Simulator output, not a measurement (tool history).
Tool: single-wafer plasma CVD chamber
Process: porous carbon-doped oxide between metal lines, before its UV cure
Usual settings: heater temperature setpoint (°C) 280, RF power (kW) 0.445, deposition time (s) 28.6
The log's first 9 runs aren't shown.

run,hour,heater temperature setpoint (°C),RF power (kW),deposition time (s),"read-back reference wafer on the same gauge, thickness_nm",mean film thickness on the monitor wafer (angstrom)
10,134.5,280,0.380,28.6,163.938,1466.84
11,145.9,280,0.445,28.6,164.017,1588.97
12,154.2,280,0.445,28.6,164.048,1588.75
13,170.5,280,0.445,28.6,164.015,1594.65
14,181.0,280,0.445,28.6,164.020,1588.04
15,192.1,280,0.445,25.1,164.017,1405.24
16,206.1,280,0.530,24.3,164.066,1482.45
# hour 207.2: gauge calibrated
# hour 222.5: RF generator calibrated
# hour 224.0: thermocouple changed; heater temperature recalibrated
17,224.5,280,0.445,28.6,163.962,1642.06
18,224.8,280,0.445,28.6,164.106,1643.05
19,233.3,268,0.445,28.6,164.023,1759.33
20,239.3,272,0.380,26.6,164.049,1479.39
21,253.2,280,0.445,28.6,164.098,1637.72
22,270.8,280,0.400,28.6,163.964,1549.84
23,280.4,291,0.500,33.0,163.969,1878.50
24,287.4,291,0.470,33.5,163.986,1849.02
25,298.6,290,0.385,24.1,164.029,1221.71

The next listed run, before its measurement:
26,304.7,280,0.445,28.6,?,?

{"run 26": {"read-back reference wafer on the same gauge, thickness_nm": 163.993, "mean film thickness on the monitor wafer (angstrom)": 1641.73}}
Without the tool's hidden state the same run would have given mean film thickness on the monitor wafer (angstrom) 1646.14.
